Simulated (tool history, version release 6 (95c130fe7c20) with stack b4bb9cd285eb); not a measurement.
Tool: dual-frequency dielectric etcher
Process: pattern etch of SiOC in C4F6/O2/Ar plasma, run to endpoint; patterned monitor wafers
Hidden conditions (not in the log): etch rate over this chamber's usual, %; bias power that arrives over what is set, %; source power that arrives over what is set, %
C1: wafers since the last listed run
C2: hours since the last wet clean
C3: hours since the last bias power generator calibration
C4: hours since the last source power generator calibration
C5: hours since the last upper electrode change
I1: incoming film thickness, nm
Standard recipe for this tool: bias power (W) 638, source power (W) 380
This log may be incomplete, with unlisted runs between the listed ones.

Run 1, day 0: usual settings; C1 0; C2 412.2; C3 3189.2; C4 2232.3; C5 1885.9; I1 30.23. Result: endpoint time (s) 8.5.
At day 1.696: wet clean of the chamber.
Run 2, day 2.758: usual settings; C1 468; C2 25.5; C3 3255.4; C4 2298.5; C5 1952.1; I1 30.3. Result: endpoint time (s) 8.9.
Run 3, day 5.462: usual settings; C1 720; C2 90.4; C3 3320.3; C4 2363.4; C5 2017; I1 30.45. Result: endpoint time (s) 8.9.
Run 4, day 6.529: usual settings but source power (W) 300; C1 284; C2 116; C3 3345.9; C4 2389; C5 2042.6; I1 30.24. Result: endpoint time (s) 9.8.
Run 5, day 8.125: usual settings but source power (W) 300; C1 425; C2 154.3; C3 3384.2; C4 2427.3; C5 2080.9; I1 30.4. Result: endpoint time (s) 9.9.
Run 6, day 10.175: usual settings; C1 546; C2 203.5; C3 3433.4; C4 2476.5; C5 2130.1; I1 30.38. Result: endpoint time (s) 8.7.
Run 7, day 12.275: usual settings but bias power (W) 742; C1 559; C2 253.9; C3 3483.8; C4 2526.9; C5 2180.5; I1 30.36. Result: endpoint time (s) 8.2.
Run 8, day 14.012: usual settings; C1 462; C2 295.6; C3 3525.5; C4 2568.6; C5 2222.2; I1 30.48. Result: endpoint time (s) 8.6.
Run 9, day 15.788: usual settings; C1 472; C2 338.2; C3 3568.1; C4 2611.2; C5 2264.8; I1 30.26. Result: endpoint time (s) 8.5.
At day 17.112: wet clean of the chamber.
Run 10, day 17.133: usual settings; C1 92; C2 0.5; C3 3600.4; C4 2643.5; C5 2297.1; I1 30.31. Result: endpoint time (s) 8.4.
Run 11, day 19.133: usual settings but source power (W) 400; C1 532; C2 48.5; C3 3648.4; C4 2691.5; C5 2345.1; I1 30.38. Result: endpoint time (s) 8.2.
Run 12, day 21.304: usual settings but source power (W) 400; C1 578; C2 100.6; C3 3700.5; C4 2743.6; C5 2397.2; I1 30.55. Result: endpoint time (s) 8.2.
At day 23.217: source power generator calibrated.
Run 13, day 23.917: usual settings but source power (W) 400; C1 651; C2 163.3; C3 3763.2; C4 16.8; C5 2459.9; I1 30.36. Result: endpoint time (s) 8.1.
Run 14, day 25.062: usual settings; C1 305; C2 190.8; C3 3790.7; C4 44.3; C5 2487.4; I1 30.61. Result: endpoint time (s) 8.4.
At day 26.288: bias power generator calibrated.
Run 15, day 26.967: usual settings but bias power (W) 790, source power (W) 470; C1 462; C2 236.5; C3 16.3; C4 90; C5 2533.1; I1 30.38. Result: endpoint time (s) 6.9.
At day 28.908: wet clean of the chamber, repeated, since the last time left the tool worse.
Run 16, day 28.929: usual settings but bias power (W) 570; C1 256; C2 0.5; C3 63.4; C4 137.1; C5 2580.2; I1 30.24. Result: endpoint time (s) 9.1.
Run 17, day 29.896: usual settings but bias power (W) 490; C1 257; C2 23.7; C3 86.6; C4 160.3; C5 2603.4; I1 30.48. Result: endpoint time (s) 9.8.
Run 18, day 32.546: usual settings; C1 705; C2 87.3; C3 150.2; C4 223.9; C5 2667; I1 30.08. Result: endpoint time (s) 8.7.

Run 19 comes next. What will it give?
At day 36.362: upper electrode replaced.
Run 19, day 36.383: usual settings but bias power (W) 595, source power (W) 420; C1 755; C2 179.4; C3 242.3; C4 316; C5 0.5; I1 30.44. Result: endpoint time (s) ?.

Run 19 measured endpoint time (s) 8.5.
Were there no unlogged condition in the tool, this run, its random variation unchanged, would have produced endpoint time (s) 8.6.
